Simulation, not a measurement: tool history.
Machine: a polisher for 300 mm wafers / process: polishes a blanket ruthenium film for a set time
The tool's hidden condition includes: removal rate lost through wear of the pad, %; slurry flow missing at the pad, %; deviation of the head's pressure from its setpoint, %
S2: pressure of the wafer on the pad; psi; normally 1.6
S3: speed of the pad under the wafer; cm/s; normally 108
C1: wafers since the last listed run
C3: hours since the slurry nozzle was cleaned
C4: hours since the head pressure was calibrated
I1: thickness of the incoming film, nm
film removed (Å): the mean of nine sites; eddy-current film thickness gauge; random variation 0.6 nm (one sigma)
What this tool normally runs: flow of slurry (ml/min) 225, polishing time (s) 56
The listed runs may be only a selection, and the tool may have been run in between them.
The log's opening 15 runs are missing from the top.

Run 16, hour 193.2: usual settings; C1 130; wafers polished on this pad 943; C3 223.6; C4 903.0; I1 594.5. Result: film removed (Å) 430.
At hour 199.8: head pressure recalibrated.
At hour 202.1: worn pad replaced by a new one.
Run 17, hour 206.3: usual settings; C1 97; wafers polished on this pad 46; C3 236.7; C4 6.5; I1 583.8. Result: film removed (Å) 442.
At hour 221.0: slurry nozzle cleaned.
Run 18, hour 221.9: usual settings but flow of slurry (ml/min) 180, polishing time (s) 51; C1 160; wafers polished on this pad 206; C3 0.9; C4 22.1; I1 582.0. Result: film removed (Å) 411.
Run 19, hour 239.7: usual settings but S2 1.3 psi; C1 195; wafers polished on this pad 402; C3 18.7; C4 39.9; I1 587.9. Result: film removed (Å) 380.
Run 20, hour 256.6: usual settings but S2 2.1 psi; C1 185; wafers polished on this pad 588; C3 35.6; C4 56.8; I1 601.8. Result: film removed (Å) 582.
Run 21, hour 264.1: usual settings but S3 140 cm/s, polishing time (s) 45; C1 82; wafers polished on this pad 670; C3 43.1; C4 64.3; I1 592.1. Result: film removed (Å) 462.
Run 22, hour 270.9: usual settings but flow of slurry (ml/min) 270, S2 1.4 psi, S3 132 cm/s; C1 74; wafers polished on this pad 745; C3 49.9; C4 71.1; I1 587.4. Result: film removed (Å) 488.
Run 23, hour 287.2: usual settings; C1 179; wafers polished on this pad 924; C3 66.2; C4 87.4; I1 584.6. Result: film removed (Å) 432.
At hour 298.0: worn pad replaced by a new one.
Run 24, hour 298.7: usual settings but flow of slurry (ml/min) 165; C1 82; wafers polished on this pad 7; C3 77.7; C4 98.9; I1 587.4. Result: film removed (Å) 436.
Run 25, hour 312.2: usual settings but flow of slurry (ml/min) 200, polishing time (s) 44; C1 148; wafers polished on this pad 155; C3 91.2; C4 112.4; I1 583.9. Result: film removed (Å) 349.
Run 26, hour 328.0: usual settings; C1 173; wafers polished on this pad 329; C3 107.0; C4 128.2; I1 589.7. Result: film removed (Å) 455.
Run 27, hour 343.7: usual settings but S2 1.2 psi, S3 78 cm/s; C1 172; wafers polished on this pad 501; C3 122.7; C4 143.9; I1 581.0. Result: film removed (Å) 245.
Run 28, hour 357.2: usual settings but flow of slurry (ml/min) 280, S2 1.9 psi, S3 98 cm/s; C1 148; wafers polished on this pad 650; C3 136.2; C4 157.4; I1 594.2. Result: film removed (Å) 478.
Run 29, hour 364.2: usual settings; C1 76; wafers polished on this pad 727; C3 143.2; C4 164.4; I1 589.5. Result: film removed (Å) 435.
Run 30, hour 375.0: usual settings but S2 1.2 psi, S3 78 cm/s; C1 118; wafers polished on this pad 845; C3 154.0; C4 175.2; I1 582.0. Result: film removed (Å) 242.
At hour 382.2: worn pad replaced by a new one.
Run 31, hour 382.7: usual settings but S2 1.2 psi, S3 138 cm/s, polishing time (s) 37; C1 40; wafers polished on this pad 5; C3 161.7; C4 182.9; I1 595.7. Result: film removed (Å) 275.
Run 32, hour 399.3: usual settings but flow of slurry (ml/min) 195, S2 1.2 psi; C1 182; wafers polished on this pad 187; C3 178.3; C4 199.5; I1 596.7. Result: film removed (Å) 317.
Run 33, hour 439.3: usual settings; C1 439; wafers polished on this pad 627; C3 218.3; C4 239.5; I1 588.7. Result: film removed (Å) 421.
Run 34, hour 450.6: usual settings; C1 124; wafers polished on this pad 751; C3 229.6; C4 250.8; I1 584.3. Result: film removed (Å) 414.
Run 35, hour 461.2: usual settings but flow of slurry (ml/min) 150; C1 116; wafers polished on this pad 867; C3 240.2; C4 261.4; I1 589.5. Result: film removed (Å) 368.

Consider 5 possible next runs. They are alternatives, not a sequence: every one starts from the tool as it was left by run 35. What does each give?
Run A, hour 461.6: usual settings but S2 1.1 psi; C1 4; wafers polished on this pad 872; C3 240.6; C4 261.8; I1 588.6. Result: film removed (Å) ?.
Run B, hour 461.6: usual settings but flow of slurry (ml/min) 250, S3 94 cm/s, polishing time (s) 63; C1 4; wafers polished on this pad 872; C3 240.6; C4 261.8; I1 588.6. Result: film removed (Å) ?.
Run C, hour 461.6: usual settings but flow of slurry (ml/min) 255, S2 1.0 psi, S3 74 cm/s; C1 4; wafers polished on this pad 872; C3 240.6; C4 261.8; I1 588.6. Result: film removed (Å) ?.
Run D, hour 461.6: usual settings but flow of slurry (ml/min) 270, S3 96 cm/s; C1 4; wafers polished on this pad 872; C3 240.6; C4 261.8; I1 588.6. Result: film removed (Å) ?.
Run E, hour 461.6: usual settings but flow of slurry (ml/min) 170, S2 1.3 psi, S3 136 cm/s, polishing time (s) 69; C1 4; wafers polished on this pad 872; C3 240.6; C4 261.8; I1 588.6. Result: film removed (Å) ?.

run  film removed (Å)
  A               295
  B               423
  C               197
  D               389
  E               486
Take away the tool's hidden state, keep each run's random variation, and the runs would have read:
run  film removed (Å)
  A               343
  B               487
  C               227
  D               445
  E               584
